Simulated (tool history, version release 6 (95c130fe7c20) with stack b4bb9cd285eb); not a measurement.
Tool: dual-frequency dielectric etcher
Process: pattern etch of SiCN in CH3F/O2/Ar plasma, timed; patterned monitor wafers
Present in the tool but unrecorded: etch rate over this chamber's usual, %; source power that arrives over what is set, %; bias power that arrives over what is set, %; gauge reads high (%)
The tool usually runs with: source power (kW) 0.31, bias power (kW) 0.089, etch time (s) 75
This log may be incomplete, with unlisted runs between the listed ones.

| run | hour | source power (kW) | bias power (kW) | etch time (s) | wafers since the last listed run | hours since the last wet clean | hours since the last source power generator calibration | hours since the last bias power generator calibration | hours since the last upper electrode change | hours since the gauge calibration | read-back reference wafer on the same gauge, depth_nm | mean etch depth across the wafer (nm) |
|---|---|---|---|---|---|---|---|---|---|---|---|---|
| 1 | 0 | 0.31 | 0.089 | 75 | 0 | 96.2 | 706.1 | 1626.9 | 2520.1 | 1358.6 | 28.92 | 28.46 |
| 2 | 73.6 | 0.31 | 0.089 | 75 | 998 | 169.8 | 779.7 | 1700.5 | 2593.7 | 1432.2 | 28.9 | 28.38 |
| 3 | 134.9 | 0.31 | 0.089 | 75 | 831 | 231.1 | 841 | 1761.8 | 2655 | 1493.5 | 28.9 | 28.39 |
| 4 | 242.1 | 0.31 | 0.089 | 75 | 1454 | 338.3 | 948.2 | 1869 | 2762.2 | 1600.7 | 28.91 | 28.03 |
| 5 | 290.3 | 0.31 | 0.089 | 75 | 654 | 386.5 | 996.4 | 1917.2 | 2810.4 | 1648.9 | 28.87 | 28.06 |
| 6 | 360.7 | 0.31 | 0.089 | 75 | 955 | 456.9 | 1066.8 | 1987.6 | 2880.8 | 1719.3 | 28.91 | 28.06 |
| 7 | 413.7 | 0.31 | 0.089 | 75 | 719 | 509.9 | 1119.8 | 2040.6 | 2933.8 | 1772.3 | 28.87 | 27.85 |
|  | 458.7 | wet clean of the chamber |
|  | 472.2 | bias power generator calibrated |
| 8 | 494 | 0.31 | 0.089 | 75 | 709 | 35.3 | 1200.1 | 21.8 | 3014.1 | 1852.6 | 28.87 | 28.71 |
| 9 | 535.4 | 0.31 | 0.101 | 75 | 561 | 76.7 | 1241.5 | 63.2 | 3055.5 | 1894 | 28.91 | 30.26 |
| 10 | 594.3 | 0.31 | 0.101 | 75 | 799 | 135.6 | 1300.4 | 122.1 | 3114.4 | 1952.9 | 28.91 | 30.22 |
| 11 | 874.8 | 0.31 | 0.101 | 75 | 3806 | 416.1 | 1580.9 | 402.6 | 3394.9 | 2233.4 | 28.89 | 29.81 |
| 12 | 955 | 0.31 | 0.099 | 75 | 1088 | 496.3 | 1661.1 | 482.8 | 3475.1 | 2313.6 | 28.9 | 29.2 |
| 13 | 992.2 | 0.31 | 0.083 | 75 | 504 | 533.5 | 1698.3 | 520 | 3512.3 | 2350.8 | 28.89 | 27.07 |
|  | 1050.1 | wet clean of the chamber |
| 14 | 1077.9 | 0.36 | 0.071 | 64 | 837 | 27.8 | 1784 | 605.7 | 3598 | 2436.5 | 28.9 | 23.2 |
| 15 | 1169.6 | 0.23 | 0.068 | 83 | 1244 | 119.5 | 1875.7 | 697.4 | 3689.7 | 2528.2 | 28.9 | 26.04 |
| 16 | 1231.1 | 0.25 | 0.102 | 62.5 | 834 | 181 | 1937.2 | 758.9 | 3751.2 | 2589.7 | 28.9 | 23.86 |
|  | 1401.8 | gauge calibrated |
| 17 | 1417.7 | 0.31 | 0.089 | 75 | 2532 | 367.6 | 2123.8 | 945.5 | 3937.8 | 15.9 | 28.88 | 28.14 |
| 18 | 1456.3 | 0.31 | 0.089 | 75 | 523 | 406.2 | 2162.4 | 984.1 | 3976.4 | 54.5 | 28.9 | 27.98 |
|  | 1491.1 | upper electrode replaced |
| 19 | 1497.8 | 0.31 | 0.089 | 75 | 237 | 447.7 | 2203.9 | 1025.6 | 6.7 | 96 | 28.9 | 27.97 |
| 20 | 1555.6 | 0.35 | 0.099 | 75 | 784 | 505.5 | 2261.7 | 1083.4 | 64.5 | 153.8 | 28.87 | 30.03 |
|  | 1597.5 | source power generator calibrated |
| 21 | 1620 | 0.31 | 0.089 | 75 | 819 | 569.9 | 22.5 | 1147.8 | 128.9 | 218.2 | 28.91 | 27.7 |
| 22 | 1673.3 | 0.25 | 0.078 | 89.5 | 723 | 623.2 | 75.8 | 1201.1 | 182.2 | 271.5 | 28.88 | 29.54 |
| 23 | 1734.9 | 0.31 | 0.095 | 75 | 835 | 684.8 | 137.4 | 1262.7 | 243.8 | 333.1 | 28.93 | 28.24 |
|  | 1785.6 | wet clean of the chamber |
| 24 | 1792.2 | 0.31 | 0.071 | 75 | 451 | 6.6 | 194.7 | 1320 | 301.1 | 390.4 | 28.89 | 26.01 |
| 25 | 1852.6 | 0.31 | 0.089 | 62 | 819 | 67 | 255.1 | 1380.4 | 361.5 | 450.8 | 28.9 | 23.69 |
| 26 | 1915.6 | 0.28 | 0.111 | 64 | 854 | 130 | 318.1 | 1443.4 | 424.5 | 513.8 | 28.91 | 26.1 |
| 27 | 2000.8 | 0.31 | 0.089 | 75 | 1156 | 215.2 | 403.3 | 1528.6 | 509.7 | 599 | 28.91 | 28.45 |
| 28 | 2084.9 | 0.31 | 0.074 | 75 | 1141 | 299.3 | 487.4 | 1612.7 | 593.8 | 683.1 | 28.88 | 26.32 |
| 29 | 2323.9 | 0.31 | 0.089 | 75 | 3243 | 538.3 | 726.4 | 1851.7 | 832.8 | 922.1 | 28.89 | 27.94 |
| 30 | 2425.4 | 0.31 | 0.077 | 65 | 1377 | 639.8 | 827.9 | 1953.2 | 934.3 | 1023.6 | 28.9 | 22.44 |

Hidden state at the last listed run before each entry between runs and at the first one after, where it differs:
Run 7 -> run 8: wet clean of the chamber (hour 458.7); bias power generator calibrated (hour 472.2)
  etch rate over this chamber's usual, %: -3.46 -> -0.485
  what was measured, less what the result would be without the hidden state, mean etch depth across the wafer (nm): -0.99 -> -0.14
Run 13 -> run 14: wet clean of the chamber (hour 1050.1)
  etch rate over this chamber's usual, %: -3.37 -> -0.738
  what was measured, less what the result would be without the hidden state, mean etch depth across the wafer (nm): -0.95 -> -0.18
Run 16 -> run 17: gauge calibrated (hour 1401.8)
  etch rate over this chamber's usual, %: -1.63 -> -2.71
  what was measured, less what the result would be without the hidden state, mean etch depth across the wafer (nm): -0.39 -> -0.78
Run 18 -> run 19: upper electrode replaced (hour 1491.1)
  etch rate over this chamber's usual, %: -2.93 -> -3.17
  what was measured, less what the result would be without the hidden state, mean etch depth across the wafer (nm): -0.85 -> -0.92
Run 20 -> run 21: source power generator calibrated (hour 1597.5)
  etch rate over this chamber's usual, %: -3.5 -> -3.88
  what was measured, less what the result would be without the hidden state, mean etch depth across the wafer (nm): -1.1 -> -1.12
Run 23 -> run 24: wet clean of the chamber (hour 1785.6)
  etch rate over this chamber's usual, %: -4.54 -> -0.418
  what was measured, less what the result would be without the hidden state, mean etch depth across the wafer (nm): -1.34 -> -0.11
